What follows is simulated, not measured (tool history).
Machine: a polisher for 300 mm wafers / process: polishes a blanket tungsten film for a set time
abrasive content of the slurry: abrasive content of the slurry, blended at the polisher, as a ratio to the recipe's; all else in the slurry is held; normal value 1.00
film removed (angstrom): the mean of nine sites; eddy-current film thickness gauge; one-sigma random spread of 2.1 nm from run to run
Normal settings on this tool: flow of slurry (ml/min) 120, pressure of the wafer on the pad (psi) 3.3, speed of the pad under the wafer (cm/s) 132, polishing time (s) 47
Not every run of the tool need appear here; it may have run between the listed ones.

run,hour,flow of slurry (ml/min),pressure of the wafer on the pad (psi),speed of the pad under the wafer (cm/s),abrasive content of the slurry,polishing time (s),wafers since the last listed run,wafers polished on this pad,hours since the slurry nozzle was cleaned,hours since the head pressure was calibrated,hours since the slurry blender was calibrated,hours since the slurry got fresh peroxide,"incoming thickness of the incoming film, nm",film removed (angstrom)
1,0.0,140,3.3,132,1.00,47,0,338,489.2,992.7,89.1,51.4,732.7,3381
2,10.8,120,3.3,102,1.00,47,167,505,500.0,1003.5,99.9,62.2,740.9,2612
# hour 22.5: slurry tank refilled with fresh slurry and peroxide
3,23.0,120,3.3,102,1.00,47,173,679,512.2,1015.7,112.1,0.5,747.3,2744
4,36.5,120,3.3,102,1.00,47,209,888,525.7,1029.2,125.6,14.0,726.5,2710
5,52.6,120,3.3,132,1.00,47,249,1138,541.8,1045.3,141.7,30.1,746.2,3295
6,66.2,120,3.3,132,1.00,47,210,1349,555.4,1058.9,155.3,43.7,751.0,3335
# hour 74.1: worn pad replaced by a new one
7,78.7,120,3.3,132,1.00,47,131,71,567.9,1071.4,167.8,56.2,739.0,3278
8,95.5,120,3.3,132,1.00,47,260,331,584.7,1088.2,184.6,73.0,740.4,3233
# hour 99.6: slurry tank refilled with fresh slurry and peroxide
9,112.8,120,3.3,132,1.00,47,252,584,602.0,1105.5,201.9,13.2,728.0,3423
10,122.3,120,3.3,132,1.00,37,147,731,611.5,1115.0,211.4,22.7,728.0,2625
# hour 132.8: slurry nozzle cleaned
11,134.1,120,3.3,132,1.00,37,167,899,1.3,1126.8,223.2,34.5,750.8,2617
# hour 138.4: slurry blender recalibrated
# hour 150.3: worn pad replaced by a new one
12,151.0,120,2.6,154,0.70,47,169,10,18.2,1143.7,12.6,51.4,736.0,2735
# hour 159.0: head pressure recalibrated
13,159.5,120,3.3,132,1.00,47,100,111,26.7,0.5,21.1,59.9,726.3,2972
14,173.2,120,3.3,132,1.00,62,212,323,40.4,14.2,34.8,73.6,747.0,3942
# hour 175.5: slurry tank refilled with fresh slurry and peroxide
15,187.6,130,3.3,172,1.30,47,207,531,54.8,28.6,49.2,12.1,738.6,4268
16,196.4,120,3.3,160,0.90,47,136,668,63.6,37.4,58.0,20.9,741.3,3607
17,208.7,120,3.3,132,1.00,39,190,858,75.9,49.7,70.3,33.2,746.6,2560
18,217.6,120,3.3,132,1.00,62,138,996,84.8,58.6,79.2,42.1,754.8,4038
19,226.1,120,3.3,154,1.00,39,131,1128,93.3,67.1,87.7,50.6,751.6,2882
# hour 236.0: slurry tank refilled with fresh slurry and peroxide
# hour 240.2: worn pad replaced by a new one
20,240.7,160,3.3,148,1.10,58,148,8,107.9,81.7,102.3,4.7,738.4,4689
21,252.2,160,4.4,132,1.00,36,178,186,119.4,93.2,113.8,16.2,741.5,3384
22,263.8,120,3.3,160,0.90,47,179,366,131.0,104.8,125.4,27.8,737.5,3595
23,269.9,120,3.3,132,1.00,47,94,461,137.1,110.9,131.5,33.9,737.4,3093
24,288.8,120,3.3,132,1.15,47,293,754,156.0,129.8,150.4,52.8,730.9,3187
25,297.6,120,3.3,132,0.85,47,136,890,164.8,138.6,159.2,61.6,730.2,2960
26,309.9,105,4.0,132,0.70,47,190,1081,177.1,150.9,171.5,73.9,743.7,3303

What the log doesn't show, run by run:
removal rate lost through wear of the pad, %: 0 at every run
slurry flow missing at the pad, %: 0 at every run
abrasive missing from the slurry, %: 0 at every run
H1: deviation of the head's pressure from its setpoint, %
H2: peroxide lost from the slurry, %
run,H1,H2
1,11.4,12.6
2,11.4,14.6
3,11.5,2.22
4,11.5,4.78
5,11.6,7.82
6,11.6,10.4
7,11.6,12.8
8,11.7,15.9
9,11.7,3.13
10,11.7,4.93
11,11.8,7.16
12,11.8,10.4
13,1.42,12
14,1.81,14.5
15,2.2,3.69
16,2.43,5.36
17,2.75,7.68
18,2.97,9.37
19,3.18,11
20,3.53,1.53
21,3.8,3.71
22,4.07,5.9
23,4.2,7.05
24,4.61,10.6
25,4.8,12.3
26,5.05,14.6

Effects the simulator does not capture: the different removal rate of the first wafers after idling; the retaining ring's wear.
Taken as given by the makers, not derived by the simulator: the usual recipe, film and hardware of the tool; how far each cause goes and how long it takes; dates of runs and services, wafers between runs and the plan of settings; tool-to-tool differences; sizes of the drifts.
